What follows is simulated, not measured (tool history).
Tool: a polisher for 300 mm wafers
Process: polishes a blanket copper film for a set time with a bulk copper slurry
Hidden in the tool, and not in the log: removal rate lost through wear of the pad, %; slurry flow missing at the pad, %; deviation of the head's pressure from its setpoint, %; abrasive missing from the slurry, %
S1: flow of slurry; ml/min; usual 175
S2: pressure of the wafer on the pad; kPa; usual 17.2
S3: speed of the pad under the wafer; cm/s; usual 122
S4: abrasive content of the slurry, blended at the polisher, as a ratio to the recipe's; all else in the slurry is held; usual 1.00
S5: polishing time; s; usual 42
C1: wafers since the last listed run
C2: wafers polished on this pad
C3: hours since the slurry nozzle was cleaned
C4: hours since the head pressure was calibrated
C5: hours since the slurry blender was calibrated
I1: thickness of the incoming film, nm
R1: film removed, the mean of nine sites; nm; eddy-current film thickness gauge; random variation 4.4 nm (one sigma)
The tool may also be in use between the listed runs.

Run 1, hour 0.0: usual settings; C1 0; C2 947; C3 388.3; C4 1136.9; C5 309.3; I1 4168.1. Result: R1 360.8 nm.
Run 2, hour 61.2: usual settings; C1 340; C2 1287; C3 449.5; C4 1198.1; C5 370.5; I1 4150.4. Result: R1 352.4 nm.
Run 3, hour 112.7: usual settings but S5 32 s; C1 286; C2 1573; C3 501.0; C4 1249.6; C5 422.0; I1 4104.1. Result: R1 266.9 nm.
Run 4, hour 150.8: usual settings but S2 15.9 kPa; C1 211; C2 1785; C3 539.1; C4 1287.7; C5 460.1; I1 4179.0. Result: R1 329.6 nm.
Run 5, hour 207.7: usual settings but S2 15.9 kPa; C1 316; C2 2101; C3 596.0; C4 1344.6; C5 517.0; I1 4215.2. Result: R1 324.0 nm.
Run 6, hour 279.2: usual settings; C1 397; C2 2499; C3 667.5; C4 1416.1; C5 588.5; I1 4176.5. Result: R1 342.3 nm.
At hour 282.0: slurry nozzle cleaned.
Run 7, hour 363.0: usual settings; C1 460; C2 2959; C3 81.0; C4 1499.9; C5 672.3; I1 4131.4. Result: R1 338.7 nm.
At hour 405.0: slurry blender recalibrated.
Run 8, hour 414.3: usual settings; C1 274; C2 3233; C3 132.3; C4 1551.2; C5 9.3; I1 4092.7. Result: R1 371.8 nm.
At hour 429.0: worn pad replaced by a new one.
At hour 436.8: head pressure recalibrated.
Run 9, hour 464.3: usual settings; C1 244; C2 184; C3 182.3; C4 27.5; C5 59.3; I1 4138.9. Result: R1 366.5 nm.
Run 10, hour 578.1: usual settings but S1 210 ml/min, S2 20.7 kPa; C1 632; C2 817; C3 296.1; C4 141.3; C5 173.1; I1 4114.5. Result: R1 413.1 nm.
Run 11, hour 633.1: usual settings but S1 210 ml/min; C1 305; C2 1123; C3 351.1; C4 196.3; C5 228.1; I1 4123.0. Result: R1 370.4 nm.
Run 12, hour 735.2: usual settings but S1 155 ml/min; C1 567; C2 1690; C3 453.2; C4 298.4; C5 330.2; I1 4224.6. Result: R1 350.6 nm.
Run 13, hour 781.4: usual settings but S3 152 cm/s; C1 256; C2 1947; C3 499.4; C4 344.6; C5 376.4; I1 4108.5. Result: R1 426.4 nm.
Run 14, hour 864.8: usual settings; C1 463; C2 2411; C3 582.8; C4 428.0; C5 459.8; I1 4073.3. Result: R1 340.8 nm.
Run 15, hour 914.9: usual settings but S2 15.9 kPa, S4 0.80; C1 278; C2 2690; C3 632.9; C4 478.1; C5 509.9; I1 4134.4. Result: R1 312.8 nm.
Run 16, hour 1012.7: usual settings but S4 1.20; C1 543; C2 3233; C3 730.7; C4 575.9; C5 607.7; I1 4078.3. Result: R1 356.7 nm.
At hour 1032.0: slurry nozzle cleaned.
At hour 1066.7: worn pad replaced by a new one.
At hour 1078.0: slurry blender recalibrated.
Run 17, hour 1110.1: usual settings but S3 86 cm/s; C1 502; C2 230; C3 78.1; C4 673.3; C5 32.1; I1 4212.8. Result: R1 260.8 nm.
Run 18, hour 1146.4: usual settings but S1 155 ml/min, S2 13.1 kPa, S3 160 cm/s, S5 36 s; C1 201; C2 432; C3 114.4; C4 709.6; C5 68.4; I1 4128.6. Result: R1 337.4 nm.
Run 19, hour 1459.1: usual settings but S2 13.1 kPa, S3 82 cm/s, S4 1.30, S5 48 s; C1 1738; C2 2170; C3 427.1; C4 1022.3; C5 381.1; I1 4160.7. Result: R1 254.5 nm.
At hour 1649.8: worn pad replaced by a new one.
Run 20, hour 1714.1: usual settings but S2 15.9 kPa; C1 1395; C2 357; C3 682.1; C4 1277.3; C5 636.1; I1 4136.1. Result: R1 329.3 nm.
At hour 1758.5: slurry blender recalibrated.
At hour 1761.0: slurry nozzle cleaned.
At hour 1802.8: head pressure recalibrated.
Run 21, hour 1809.5: usual settings but S1 120 ml/min, S2 18.6 kPa, S4 1.15, S5 33 s; C1 502; C2 860; C3 48.5; C4 6.7; C5 51.0; I1 4147.2. Result: R1 288.2 nm.
Run 22, hour 1905.4: usual settings; C1 533; C2 1393; C3 144.4; C4 102.6; C5 146.9; I1 4233.3. Result: R1 363.8 nm.
Run 23, hour 1942.8: usual settings; C1 207; C2 1601; C3 181.8; C4 140.0; C5 184.3; I1 4109.5. Result: R1 359.2 nm.
Run 24, hour 1994.2: usual settings; C1 285; C2 1886; C3 233.2; C4 191.4; C5 235.7; I1 4084.9. Result: R1 365.6 nm.

The next listed run, before its measurement:
Run 25, hour 2097.3: usual settings but S1 125 ml/min, S4 1.25; C1 573; C2 2459; C3 336.3; C4 294.5; C5 338.8; I1 4172.2. Result: R1 ?.

{"run 25": {"R1": 355.6}}
Without the tool's hidden state the same run would have given R1 370.4 nm.
